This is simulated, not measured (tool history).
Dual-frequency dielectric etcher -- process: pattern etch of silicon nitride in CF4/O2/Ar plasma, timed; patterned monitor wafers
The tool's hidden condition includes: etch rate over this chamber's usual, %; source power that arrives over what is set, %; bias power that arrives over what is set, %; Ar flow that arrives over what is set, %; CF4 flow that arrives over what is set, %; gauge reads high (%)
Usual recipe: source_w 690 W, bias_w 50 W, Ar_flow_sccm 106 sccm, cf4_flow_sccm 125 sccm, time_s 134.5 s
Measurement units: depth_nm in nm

run,day,source_w,bias_w,Ar_flow_sccm,cf4_flow_sccm,time_s,wafers since the last listed run,hours since the last wet clean,hours since the last source power generator calibration,hours since the last bias power generator calibration,hours since the last Ar flow controller change,hours since the last CF4 flow controller change,hours since the last upper electrode change,hours since the gauge calibration,"read-back reference wafer on the same gauge, depth_nm",depth_nm
1,0.000,560,53,121,125,134.5,0,790.7,67.4,1231.8,1040.8,3654.8,129.5,96.3,374.2,254.1
# day 4.200: wet clean of the chamber
2,4.221,790,50,94,153,104.5,535,0.5,168.7,1333.1,1142.1,3756.1,230.8,197.6,373.8,324.7
3,6.962,800,54,106,149,134.5,455,66.3,234.5,1398.9,1207.9,3821.9,296.6,263.4,374.0,433.8
4,8.500,690,50,106,107,134.5,255,103.2,271.4,1435.8,1244.8,3858.8,333.5,300.3,374.0,329.5
5,11.229,590,50,99,138,117.5,453,168.7,336.9,1501.3,1310.3,3924.3,399.0,365.8,374.0,241.6
6,13.733,690,50,118,125,134.5,416,228.8,397.0,1561.4,1370.4,3984.4,459.1,425.9,373.9,334.8
7,17.867,690,58,90,139,134.5,687,328.0,496.2,1660.6,1469.6,4083.6,558.3,525.1,373.8,374.5
8,21.854,690,50,106,125,134.5,662,423.7,591.9,1756.3,1565.3,4179.3,654.0,620.8,374.1,341.3
9,25.917,690,50,106,125,134.5,675,521.2,689.4,1853.8,1662.8,4276.8,751.5,718.3,373.9,339.0
# day 28.142: CF4 flow controller replaced
10,29.071,690,50,130,150,134.5,482,596.9,765.1,1929.5,1738.5,22.3,827.2,794.0,373.8,338.6
11,30.638,690,50,106,125,134.5,260,634.5,802.7,1967.1,1776.1,59.9,864.8,831.6,374.1,342.1
# day 31.954: bias power generator calibrated
12,34.762,730,44,119,125,134.5,657,733.5,901.7,67.4,1875.1,158.9,963.8,930.6,374.1,342.1
13,36.783,690,40,106,125,116.5,335,782.0,950.2,115.9,1923.6,207.4,1012.3,979.1,373.9,267.5
14,40.446,690,50,106,125,99.0,608,869.9,1038.1,203.8,2011.5,295.3,1100.2,1067.0,374.2,252.7
15,42.029,520,50,106,125,134.5,263,907.9,1076.1,241.8,2049.5,333.3,1138.2,1105.0,373.9,224.4
# day 43.088: wet clean of the chamber
16,45.150,690,50,95,105,134.5,352,49.5,1151.0,316.7,2124.4,408.2,1213.1,1179.9,373.9,335.0
17,48.750,690,50,127,125,134.5,598,135.9,1237.4,403.1,2210.8,494.6,1299.5,1266.3,374.0,328.7
18,52.796,690,50,106,100,134.5,672,233.0,1334.5,500.2,2307.9,591.7,1396.6,1363.4,373.6,329.2
19,55.471,590,50,115,117,103.0,444,297.2,1398.7,564.4,2372.1,655.9,1460.8,1427.6,374.1,203.6
20,60.708,780,50,82,156,105.0,870,422.9,1524.4,690.1,2497.8,781.6,1586.5,1553.3,373.9,332.6
21,64.525,690,50,82,99,165.0,634,514.5,1616.0,781.7,2589.4,873.2,1678.1,1644.9,374.1,420.5
22,66.188,790,50,106,125,134.5,276,554.4,1655.9,821.6,2629.3,913.1,1718.0,1684.8,373.9,408.8

3 options for the next run, each taken on its own from the tool as it stands now. Forecast them:
A,66.208,690,50,106,125,134.5,3,554.9,1656.4,822.1,2629.8,913.6,1718.5,1685.3,?,?
B,66.208,760,39,114,125,114.5,3,554.9,1656.4,822.1,2629.8,913.6,1718.5,1685.3,?,?
C,66.208,690,50,130,125,134.5,3,554.9,1656.4,822.1,2629.8,913.6,1718.5,1685.3,?,?

run,"read-back reference wafer on the same gauge, depth_nm",depth_nm
A,374.3,343.7
B,374.3,294.7
C,374.3,333.1
With the hidden condition removed and each run's random variation left untouched, the same runs would have given:
run,depth_nm
A,338.5
B,290.3
C,328.1

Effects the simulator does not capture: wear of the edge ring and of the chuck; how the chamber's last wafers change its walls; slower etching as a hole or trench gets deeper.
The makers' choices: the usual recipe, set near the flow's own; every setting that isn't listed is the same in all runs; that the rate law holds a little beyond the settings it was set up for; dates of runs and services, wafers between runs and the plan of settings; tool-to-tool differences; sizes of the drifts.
